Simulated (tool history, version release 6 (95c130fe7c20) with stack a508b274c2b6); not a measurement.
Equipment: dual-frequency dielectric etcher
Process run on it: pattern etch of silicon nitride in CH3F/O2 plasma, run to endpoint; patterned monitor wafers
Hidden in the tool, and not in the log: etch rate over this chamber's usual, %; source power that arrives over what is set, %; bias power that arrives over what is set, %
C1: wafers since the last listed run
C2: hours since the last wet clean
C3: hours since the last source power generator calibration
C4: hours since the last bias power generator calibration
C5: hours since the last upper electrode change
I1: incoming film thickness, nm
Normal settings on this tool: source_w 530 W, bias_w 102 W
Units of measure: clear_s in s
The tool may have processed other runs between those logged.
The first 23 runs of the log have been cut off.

Run 24, day 28.938: usual settings but source_w 660 W; C1 84; C2 100.0; C3 269.0; C4 202.1; C5 194.6; I1 83.7. Result: clear_s 66.8 s.
Run 25, day 30.079: usual settings but source_w 590 W; C1 161; C2 127.4; C3 296.4; C4 229.5; C5 222.0; I1 84.8. Result: clear_s 69.7 s.
Run 26, day 31.554: usual settings but source_w 580 W, bias_w 87 W; C1 208; C2 162.8; C3 331.8; C4 264.9; C5 257.4; I1 84.3. Result: clear_s 73.8 s.
Run 27, day 32.088: usual settings but source_w 490 W, bias_w 122 W; C1 75; C2 175.6; C3 344.6; C4 277.7; C5 270.2; I1 84.9. Result: clear_s 70.5 s.
At day 34.138: wet clean of the chamber, repeated, since the last time left the tool worse.
Run 28, day 34.158: usual settings but bias_w 127 W; C1 151; C2 0.5; C3 394.3; C4 327.4; C5 319.9; I1 85.4. Result: clear_s 71.8 s.
Run 29, day 34.200: usual settings but bias_w 126 W; C1 5; C2 1.5; C3 395.3; C4 328.4; C5 320.9; I1 85.7. Result: clear_s 72.2 s.
Run 30, day 35.421: usual settings; C1 172; C2 30.8; C3 424.6; C4 357.7; C5 350.2; I1 84.5. Result: clear_s 76.0 s.
Run 31, day 36.258: usual settings; C1 118; C2 50.9; C3 444.7; C4 377.8; C5 370.3; I1 84.4. Result: clear_s 75.9 s.
Run 32, day 37.475: usual settings but source_w 580 W, bias_w 94 W; C1 171; C2 80.1; C3 473.9; C4 407.0; C5 399.5; I1 83.9. Result: clear_s 75.5 s.
Run 33, day 38.054: usual settings but source_w 610 W, bias_w 117 W; C1 81; C2 94.0; C3 487.8; C4 420.9; C5 413.4; I1 85.1. Result: clear_s 71.1 s.
Run 34, day 38.562: usual settings but source_w 580 W, bias_w 93 W; C1 71; C2 106.2; C3 500.0; C4 433.1; C5 425.6; I1 85.1. Result: clear_s 77.0 s.

Here are 5 independent what-if runs from the current tool condition. What would each one return?
Run A, day 38.583: usual settings but source_w 640 W; C1 2; C2 106.7; C3 500.5; C4 433.6; C5 426.1; I1 84.4. Result: clear_s ?.
Run B, day 38.583: usual settings but source_w 640 W, bias_w 115 W; C1 2; C2 106.7; C3 500.5; C4 433.6; C5 426.1; I1 84.4. Result: clear_s ?.
Run C, day 38.583: usual settings but source_w 650 W, bias_w 81 W; C1 2; C2 106.7; C3 500.5; C4 433.6; C5 426.1; I1 84.4. Result: clear_s ?.
Run D, day 38.583: usual settings but bias_w 89 W; C1 2; C2 106.7; C3 500.5; C4 433.6; C5 426.1; I1 84.4. Result: clear_s ?.
Run E, day 38.583: usual settings but source_w 490 W, bias_w 92 W; C1 2; C2 106.7; C3 500.5; C4 433.6; C5 426.1; I1 84.4. Result: clear_s ?.

run  clear_s
  A     71.9
  B     69.4
  C     76.4
  D     79.2
  E     80.3
Take away the tool's hidden state, keep each run's random variation, and the runs would have read:
run  clear_s
  A     71.5
  B     68.9
  C     75.9
  D     78.7
  E     79.8

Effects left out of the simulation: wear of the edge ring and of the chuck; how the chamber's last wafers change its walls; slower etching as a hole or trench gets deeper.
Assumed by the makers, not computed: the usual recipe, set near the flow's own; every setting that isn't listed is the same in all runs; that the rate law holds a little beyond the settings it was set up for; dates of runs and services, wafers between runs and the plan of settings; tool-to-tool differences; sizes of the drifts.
